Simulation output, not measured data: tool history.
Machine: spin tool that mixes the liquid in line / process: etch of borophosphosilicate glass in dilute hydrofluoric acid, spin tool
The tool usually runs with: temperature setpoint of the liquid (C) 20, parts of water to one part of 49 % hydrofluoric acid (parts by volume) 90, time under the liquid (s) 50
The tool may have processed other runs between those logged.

run	hour	temperature setpoint of the liquid (C)	parts of water to one part of 49 % hydrofluoric acid (parts by volume)	time under the liquid (s)	read-back film thickness of the borophosphosilicate glass reference wafer, read on the same gauge (nm)	thickness taken off the borophosphosilicate glass on a monitor wafer (Å)
1	0	19	90	35	110.01	124.2
2	13.5	19	90	35	109.96	125.8
3	40.2	20	90	50	110.02	183.4
4	71.8	20	90	50	109.97	184
5	86.1	20	90	50	109.98	183.7
6	100.9	20	90	50	109.98	182.9
7	132	20	90	50	110.02	183.5
8	149.4	20	90	50	110.01	181.3
9	179.9	20	90	50	110.02	179.7
10	202.9	20	90	50	109.97	181.2
11	235	20	90	50	110.01	181.2
12	247.5	20	90	35	109.99	127.3
13	275.1	17	90	20	110	64.1
# hour 287.2: thermometer replaced
14	298.9	20	90	50	110.02	181.1
15	324.6	20	90	50	109.98	180.6
16	351.1	20	105	50	110.01	152.3
# hour 368.9: gauge calibrated
17	370.8	20	100	35	110.02	111.8
18	395.1	20	90	50	109.97	179.4
19	412.8	18.5	110	70	110.02	186.7
# hour 431.1: hydrofluoric acid flow meter replaced
20	442.3	23.5	80	50	110.02	223.7
21	459.8	20	90	50	110.03	171.8
22	475.3	23.5	90	50	109.96	196.9
23	490.8	20	90	50	110.05	170.5
24	526.7	20	90	50	110.03	169.9
25	549.5	23	55	60	109.98	395.7
26	585.4	20	105	40	110	115.1
# hour 587.2: hydrofluoric acid flow meter replaced, repeated, since the last time left the tool worse
27	610.8	21.5	90	65	109.97	260.7
28	637.3	18	50	25	109.99	164.1
29	657	20	90	50	110.03	188.2

What does the tool deliver on the next run?
30	680.5	22.5	65	50	?	?

{"run 30": {"read-back film thickness of the borophosphosilicate glass reference wafer, read on the same gauge (nm)": 110, "thickness taken off the borophosphosilicate glass on a monitor wafer (Å)": 294.5}}
With the hidden condition absent and the run-to-run variation left alone, this run would have shown thickness taken off the borophosphosilicate glass on a monitor wafer (Å) 297.2.

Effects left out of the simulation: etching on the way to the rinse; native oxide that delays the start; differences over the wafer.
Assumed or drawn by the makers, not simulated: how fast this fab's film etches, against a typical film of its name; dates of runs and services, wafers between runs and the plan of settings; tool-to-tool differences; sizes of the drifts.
